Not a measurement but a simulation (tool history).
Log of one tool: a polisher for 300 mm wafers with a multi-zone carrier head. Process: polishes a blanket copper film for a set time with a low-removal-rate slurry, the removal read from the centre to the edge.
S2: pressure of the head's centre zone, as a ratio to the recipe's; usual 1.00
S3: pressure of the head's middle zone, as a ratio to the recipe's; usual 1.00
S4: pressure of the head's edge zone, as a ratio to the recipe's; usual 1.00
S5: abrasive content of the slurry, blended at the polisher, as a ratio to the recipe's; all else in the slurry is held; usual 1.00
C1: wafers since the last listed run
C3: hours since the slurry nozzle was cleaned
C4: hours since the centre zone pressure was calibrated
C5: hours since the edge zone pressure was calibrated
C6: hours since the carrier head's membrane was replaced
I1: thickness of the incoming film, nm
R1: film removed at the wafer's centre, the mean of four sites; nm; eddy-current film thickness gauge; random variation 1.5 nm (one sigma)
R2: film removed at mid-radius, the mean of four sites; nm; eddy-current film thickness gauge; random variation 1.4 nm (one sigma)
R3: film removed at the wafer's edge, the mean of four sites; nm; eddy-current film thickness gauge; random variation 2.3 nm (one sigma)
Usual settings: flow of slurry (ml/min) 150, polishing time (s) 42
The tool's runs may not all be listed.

{"run": 1, "hour": 0.0, "flow of slurry (ml/min)": 150, "S2": 1.0, "S3": 1.0, "S4": 1.0, "S5": 1.0, "polishing time (s)": 42, "C1": 0, "wafers polished on this pad": 3671, "C3": 530.0, "C4": 579.8, "C5": 247.7, "C6": 258.9, "I1": 1199.1, "R1": 156.1, "R2": 158.0, "R3": 159.1}
{"run": 2, "hour": 42.9, "flow of slurry (ml/min)": 115, "S2": 1.0, "S3": 1.0, "S4": 0.92, "S5": 1.0, "polishing time (s)": 42, "C1": 416, "wafers polished on this pad": 4088, "C3": 572.9, "C4": 622.7, "C5": 290.6, "C6": 301.8, "I1": 1227.4, "R1": 147.1, "R2": 152.5, "R3": 151.8}
{"hour": 69.6, "done": "worn pad replaced by a new one"}
{"hour": 75.6, "done": "centre zone pressure recalibrated"}
{"hour": 125.8, "done": "slurry nozzle cleaned"}
{"run": 3, "hour": 148.3, "flow of slurry (ml/min)": 115, "S2": 1.0, "S3": 1.0, "S4": 0.92, "S5": 1.0, "polishing time (s)": 42, "C1": 956, "wafers polished on this pad": 735, "C3": 22.5, "C4": 72.7, "C5": 396.0, "C6": 407.2, "I1": 1203.7, "R1": 140.7, "R2": 144.0, "R3": 144.1}
{"run": 4, "hour": 193.5, "flow of slurry (ml/min)": 115, "S2": 1.0, "S3": 1.0, "S4": 0.92, "S5": 1.0, "polishing time (s)": 42, "C1": 439, "wafers polished on this pad": 1175, "C3": 67.7, "C4": 117.9, "C5": 441.2, "C6": 452.4, "I1": 1197.9, "R1": 137.9, "R2": 143.1, "R3": 145.2}
{"hour": 250.3, "done": "edge zone pressure recalibrated"}
{"run": 5, "hour": 283.5, "flow of slurry (ml/min)": 150, "S2": 1.0, "S3": 1.0, "S4": 1.0, "S5": 1.0, "polishing time (s)": 42, "C1": 854, "wafers polished on this pad": 2030, "C3": 157.7, "C4": 207.9, "C5": 33.2, "C6": 542.4, "I1": 1222.0, "R1": 146.2, "R2": 151.4, "R3": 153.7}
{"run": 6, "hour": 354.3, "flow of slurry (ml/min)": 150, "S2": 1.0, "S3": 1.0, "S4": 1.0, "S5": 1.0, "polishing time (s)": 42, "C1": 687, "wafers polished on this pad": 2717, "C3": 228.5, "C4": 278.7, "C5": 104.0, "C6": 613.2, "I1": 1195.7, "R1": 147.6, "R2": 149.7, "R3": 152.1}
{"run": 7, "hour": 450.4, "flow of slurry (ml/min)": 150, "S2": 1.0, "S3": 0.96, "S4": 1.0, "S5": 1.0, "polishing time (s)": 55, "C1": 933, "wafers polished on this pad": 3651, "C3": 324.6, "C4": 374.8, "C5": 200.1, "C6": 709.3, "I1": 1201.1, "R1": 186.7, "R2": 188.4, "R3": 200.7}
{"hour": 522.3, "done": "worn pad replaced by a new one"}
{"run": 8, "hour": 540.3, "flow of slurry (ml/min)": 115, "S2": 1.0, "S3": 1.0, "S4": 0.92, "S5": 1.0, "polishing time (s)": 42, "C1": 834, "wafers polished on this pad": 175, "C3": 414.5, "C4": 464.7, "C5": 290.0, "C6": 799.2, "I1": 1223.4, "R1": 134.1, "R2": 139.1, "R3": 141.3}
{"hour": 580.7, "done": "carrier head's membrane replaced by a new one"}
{"hour": 603.7, "done": "slurry nozzle cleaned, repeated, since the last time left the tool worse"}
{"run": 9, "hour": 607.0, "flow of slurry (ml/min)": 150, "S2": 1.0, "S3": 0.94, "S4": 1.0, "S5": 1.0, "polishing time (s)": 42, "C1": 589, "wafers polished on this pad": 765, "C3": 3.3, "C4": 531.4, "C5": 356.7, "C6": 26.3, "I1": 1225.1, "R1": 156.5, "R2": 154.0, "R3": 160.0}
{"run": 10, "hour": 686.1, "flow of slurry (ml/min)": 150, "S2": 1.0, "S3": 1.0, "S4": 1.0, "S5": 1.0, "polishing time (s)": 42, "C1": 768, "wafers polished on this pad": 1533, "C3": 82.4, "C4": 610.5, "C5": 435.8, "C6": 105.4, "I1": 1208.3, "R1": 156.6, "R2": 160.3, "R3": 158.6}
{"run": 11, "hour": 732.5, "flow of slurry (ml/min)": 150, "S2": 1.0, "S3": 1.0, "S4": 1.0, "S5": 1.0, "polishing time (s)": 47, "C1": 450, "wafers polished on this pad": 1984, "C3": 128.8, "C4": 656.9, "C5": 482.2, "C6": 151.8, "I1": 1217.1, "R1": 176.2, "R2": 180.3, "R3": 174.4}
{"hour": 784.9, "done": "centre zone pressure recalibrated"}
{"run": 12, "hour": 833.9, "flow of slurry (ml/min)": 130, "S2": 1.0, "S3": 1.0, "S4": 1.0, "S5": 1.0, "polishing time (s)": 42, "C1": 965, "wafers polished on this pad": 2950, "C3": 230.2, "C4": 49.0, "C5": 583.6, "C6": 253.2, "I1": 1199.2, "R1": 149.6, "R2": 154.2, "R3": 156.0}
{"hour": 874.3, "done": "worn pad replaced by a new one"}
{"hour": 895.4, "done": "edge zone pressure recalibrated"}
{"run": 13, "hour": 916.5, "flow of slurry (ml/min)": 150, "S2": 1.0, "S3": 1.11, "S4": 0.88, "S5": 1.0, "polishing time (s)": 56, "C1": 744, "wafers polished on this pad": 390, "C3": 312.8, "C4": 131.6, "C5": 21.1, "C6": 335.8, "I1": 1187.0, "R1": 210.2, "R2": 227.4, "R3": 206.4}
{"run": 14, "hour": 977.8, "flow of slurry (ml/min)": 125, "S2": 1.0, "S3": 0.88, "S4": 1.1, "S5": 1.0, "polishing time (s)": 55, "C1": 595, "wafers polished on this pad": 985, "C3": 374.1, "C4": 192.9, "C5": 82.4, "C6": 397.1, "I1": 1201.0, "R1": 193.3, "R2": 184.6, "R3": 208.9}
{"run": 15, "hour": 1019.1, "flow of slurry (ml/min)": 195, "S2": 1.06, "S3": 1.0, "S4": 1.0, "S5": 1.0, "polishing time (s)": 42, "C1": 401, "wafers polished on this pad": 1387, "C3": 415.4, "C4": 234.2, "C5": 123.7, "C6": 438.4, "I1": 1213.0, "R1": 170.4, "R2": 162.7, "R3": 161.6}
{"run": 16, "hour": 1066.4, "flow of slurry (ml/min)": 195, "S2": 1.0, "S3": 1.0, "S4": 0.91, "S5": 1.0, "polishing time (s)": 42, "C1": 459, "wafers polished on this pad": 1846, "C3": 462.7, "C4": 281.5, "C5": 171.0, "C6": 485.7, "I1": 1225.1, "R1": 158.4, "R2": 164.2, "R3": 158.0}
{"run": 17, "hour": 1105.9, "flow of slurry (ml/min)": 150, "S2": 1.0, "S3": 0.91, "S4": 1.0, "S5": 1.0, "polishing time (s)": 42, "C1": 383, "wafers polished on this pad": 2230, "C3": 502.2, "C4": 321.0, "C5": 210.5, "C6": 525.2, "I1": 1211.1, "R1": 153.0, "R2": 146.0, "R3": 158.8}
{"run": 18, "hour": 1193.2, "flow of slurry (ml/min)": 150, "S2": 0.95, "S3": 1.0, "S4": 1.0, "S5": 1.0, "polishing time (s)": 30, "C1": 848, "wafers polished on this pad": 3078, "C3": 589.5, "C4": 408.3, "C5": 297.8, "C6": 612.5, "I1": 1211.5, "R1": 103.7, "R2": 110.4, "R3": 112.1}
{"hour": 1214.6, "done": "slurry nozzle cleaned"}
{"hour": 1256.0, "done": "worn pad replaced by a new one"}
{"run": 19, "hour": 1293.2, "flow of slurry (ml/min)": 150, "S2": 1.0, "S3": 1.0, "S4": 1.0, "S5": 1.0, "polishing time (s)": 42, "C1": 923, "wafers polished on this pad": 361, "C3": 78.6, "C4": 508.3, "C5": 397.8, "C6": 712.5, "I1": 1232.6, "R1": 153.6, "R2": 159.8, "R3": 160.7}
{"run": 20, "hour": 1334.6, "flow of slurry (ml/min)": 120, "S2": 1.0, "S3": 1.0, "S4": 1.0, "S5": 1.0, "polishing time (s)": 42, "C1": 402, "wafers polished on this pad": 763, "C3": 120.0, "C4": 549.7, "C5": 439.2, "C6": 753.9, "I1": 1225.2, "R1": 151.4, "R2": 155.9, "R3": 157.8}
{"hour": 1373.9, "done": "centre zone pressure recalibrated"}
{"run": 21, "hour": 1404.4, "flow of slurry (ml/min)": 150, "S2": 1.0, "S3": 0.93, "S4": 0.88, "S5": 0.8, "polishing time (s)": 42, "C1": 658, "wafers polished on this pad": 1422, "C3": 189.8, "C4": 30.5, "C5": 509.0, "C6": 823.7, "I1": 1218.1, "R1": 143.5, "R2": 140.4, "R3": 143.0}

How the hidden state differs across the entries between the runs, from the last listed run before each to the first after it:
Between runs 2 and 3: worn pad replaced by a new one (hour 69.6); centre zone pressure recalibrated (hour 75.6); slurry nozzle cleaned (hour 125.8)
  slurry flow missing at the pad, %: 17.9 -> 38.8
  measured less the result without the state, R1: -5.0 -> -12.6 nm; R2: -4.5 -> -11.1 nm; R3: -3.1 -> -7.6 nm
Between runs 4 and 5: edge zone pressure recalibrated (hour 250.3)
  slurry flow missing at the pad, %: 40.1 -> 42.8
  measured less the result without the state, R1: -12.9 -> -12.7 nm; R2: -11.6 -> -11.4 nm; R3: -7.9 -> -8.0 nm
Between runs 7 and 8: worn pad replaced by a new one (hour 522.3)
  slurry flow missing at the pad, %: 47.7 -> 50.4
  measured less the result without the state, R1: -19.0 -> -17.7 nm; R2: -16.7 -> -15.7 nm; R3: -12.3 -> -10.6 nm
Between runs 8 and 9: carrier head's membrane replaced by a new one (hour 580.7); slurry nozzle cleaned, repeated, since the last time left the tool worse (hour 603.7)
  slurry flow missing at the pad, %: 50.4 -> 6.02
  measured less the result without the state, R1: -17.7 -> -1.4 nm; R2: -15.7 -> -1.2 nm; R3: -10.6 -> -0.9 nm
Between runs 11 and 12: centre zone pressure recalibrated (hour 784.9)
  slurry flow missing at the pad, %: 9.73 -> 12.7
  measured less the result without the state, R1: -2.5 -> -3.2 nm; R2: -2.3 -> -2.9 nm; R3: -1.6 -> -2.1 nm
Between runs 12 and 13: worn pad replaced by a new one (hour 874.3); edge zone pressure recalibrated (hour 895.4)
  slurry flow missing at the pad, %: 12.7 -> 15.2
  measured less the result without the state, R1: -3.2 -> -5.0 nm; R2: -2.9 -> -4.7 nm; R3: -2.1 -> -3.1 nm
Between runs 18 and 19: slurry nozzle cleaned (hour 1214.6); worn pad replaced by a new one (hour 1256.0)
  slurry flow missing at the pad, %: 23.4 -> 2.7
  measured less the result without the state, R1: -4.0 -> -0.6 nm; R2: -3.8 -> -0.6 nm; R3: -2.7 -> -0.4 nm
Between runs 20 and 21: centre zone pressure recalibrated (hour 1373.9)
  slurry flow missing at the pad, %: 3.92 -> 5.99
  measured less the result without the state, R1: -1.0 -> -1.3 nm; R2: -0.9 -> -1.1 nm; R3: -0.7 -> -0.8 nm

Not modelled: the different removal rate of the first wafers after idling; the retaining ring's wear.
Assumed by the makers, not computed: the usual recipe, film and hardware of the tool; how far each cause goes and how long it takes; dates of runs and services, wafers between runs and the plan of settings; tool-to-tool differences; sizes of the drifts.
